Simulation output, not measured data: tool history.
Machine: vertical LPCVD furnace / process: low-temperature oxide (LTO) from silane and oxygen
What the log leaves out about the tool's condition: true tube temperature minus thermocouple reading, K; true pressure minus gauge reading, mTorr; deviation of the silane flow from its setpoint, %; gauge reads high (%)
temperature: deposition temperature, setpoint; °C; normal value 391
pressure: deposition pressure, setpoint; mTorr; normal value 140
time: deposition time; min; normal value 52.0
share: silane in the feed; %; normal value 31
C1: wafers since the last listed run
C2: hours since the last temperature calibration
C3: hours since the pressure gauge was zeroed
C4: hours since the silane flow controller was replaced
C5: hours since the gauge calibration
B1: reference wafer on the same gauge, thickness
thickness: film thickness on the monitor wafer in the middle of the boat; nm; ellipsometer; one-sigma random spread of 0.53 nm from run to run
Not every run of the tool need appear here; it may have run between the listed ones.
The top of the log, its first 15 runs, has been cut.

{"run": 16, "day": 7.604, "temperature": 391, "pressure": 140, "time": 34.0, "share": 31, "C1": 60, "C2": 65.4, "C3": 20.9, "C4": 8.2, "C5": 10.8, "B1": 195.08, "thickness": 124.93}
{"run": 17, "day": 7.762, "temperature": 387, "pressure": 150, "time": 67.0, "share": 36, "C1": 60, "C2": 69.2, "C3": 24.7, "C4": 12.0, "C5": 14.6, "B1": 195.04, "thickness": 311.12}
{"run": 18, "day": 8.192, "temperature": 384, "pressure": 125, "time": 46.5, "share": 29, "C1": 162, "C2": 79.5, "C3": 35.0, "C4": 22.3, "C5": 24.9, "B1": 195.07, "thickness": 126.17}
{"run": 19, "day": 8.725, "temperature": 381, "pressure": 140, "time": 52.0, "share": 31, "C1": 202, "C2": 92.3, "C3": 47.8, "C4": 35.1, "C5": 37.7, "B1": 194.95, "thickness": 169.99}
{"run": 20, "day": 9.462, "temperature": 391, "pressure": 140, "time": 69.0, "share": 31, "C1": 280, "C2": 110.0, "C3": 65.5, "C4": 52.8, "C5": 55.4, "B1": 194.89, "thickness": 254.07}
{"run": 21, "day": 9.9, "temperature": 382, "pressure": 110, "time": 63.0, "share": 35, "C1": 166, "C2": 120.5, "C3": 76.0, "C4": 63.3, "C5": 65.9, "B1": 194.9, "thickness": 194.07}
{"run": 22, "day": 10.212, "temperature": 399, "pressure": 120, "time": 59.0, "share": 31, "C1": 118, "C2": 128.0, "C3": 83.5, "C4": 70.8, "C5": 73.4, "B1": 194.97, "thickness": 206.56}
{"run": 23, "day": 10.7, "temperature": 391, "pressure": 140, "time": 52.0, "share": 31, "C1": 185, "C2": 139.7, "C3": 95.2, "C4": 82.5, "C5": 85.1, "B1": 194.93, "thickness": 191.69}
{"run": 24, "day": 11.333, "temperature": 382, "pressure": 140, "time": 65.5, "share": 31, "C1": 240, "C2": 154.9, "C3": 110.4, "C4": 97.7, "C5": 100.3, "B1": 194.83, "thickness": 216.82}
{"run": 25, "day": 12.079, "temperature": 382, "pressure": 110, "time": 63.0, "share": 35, "C1": 283, "C2": 172.8, "C3": 128.3, "C4": 115.6, "C5": 118.2, "B1": 195.14, "thickness": 194.81}
{"run": 26, "day": 12.688, "temperature": 391, "pressure": 140, "time": 33.5, "share": 31, "C1": 231, "C2": 187.4, "C3": 142.9, "C4": 130.2, "C5": 132.8, "B1": 194.98, "thickness": 124.43}
{"run": 27, "day": 13.183, "temperature": 391, "pressure": 140, "time": 52.0, "share": 31, "C1": 188, "C2": 199.3, "C3": 154.8, "C4": 142.1, "C5": 144.7, "B1": 194.77, "thickness": 191.75}
{"run": 28, "day": 13.588, "temperature": 391, "pressure": 115, "time": 66.5, "share": 26, "C1": 153, "C2": 209.0, "C3": 164.5, "C4": 151.8, "C5": 154.4, "B1": 194.95, "thickness": 154.39}
{"run": 29, "day": 13.838, "temperature": 398, "pressure": 165, "time": 52.0, "share": 31, "C1": 94, "C2": 215.0, "C3": 170.5, "C4": 157.8, "C5": 160.4, "B1": 194.93, "thickness": 247.78}
{"run": 30, "day": 15.312, "temperature": 397, "pressure": 140, "time": 52.0, "share": 31, "C1": 560, "C2": 250.4, "C3": 205.9, "C4": 193.2, "C5": 195.8, "B1": 195.08, "thickness": 207.07}
{"run": 31, "day": 16.0, "temperature": 384, "pressure": 140, "time": 52.0, "share": 34, "C1": 261, "C2": 266.9, "C3": 222.4, "C4": 209.7, "C5": 212.3, "B1": 194.9, "thickness": 202.91}

Predict each of these 4 candidate next runs independently; none follows another, all start after run 31:
{"run": "A", "day": 16.162, "temperature": 391, "pressure": 140, "time": 52.0, "share": 31, "C1": 61, "C2": 270.8, "C3": 226.3, "C4": 213.6, "C5": 216.2, "B1": "?", "thickness": "?"}
{"run": "B", "day": 16.162, "temperature": 395, "pressure": 150, "time": 57.5, "share": 28, "C1": 61, "C2": 270.8, "C3": 226.3, "C4": 213.6, "C5": 216.2, "B1": "?", "thickness": "?"}
{"run": "C", "day": 16.162, "temperature": 395, "pressure": 115, "time": 52.0, "share": 34, "C1": 61, "C2": 270.8, "C3": 226.3, "C4": 213.6, "C5": 216.2, "B1": "?", "thickness": "?"}
{"run": "D", "day": 16.162, "temperature": 382, "pressure": 125, "time": 52.0, "share": 33, "C1": 61, "C2": 270.8, "C3": 226.3, "C4": 213.6, "C5": 216.2, "B1": "?", "thickness": "?"}

run=A B1=194.86 thickness=193.04
run=B B1=194.86 thickness=206.32
run=C B1=194.86 thickness=189.79
run=D B1=194.86 thickness=168.91
Without the tool's unlogged condition, the same runs would have read:
run=A thickness=192.67
run=B thickness=205.95
run=C thickness=189.35
run=D thickness=168.55
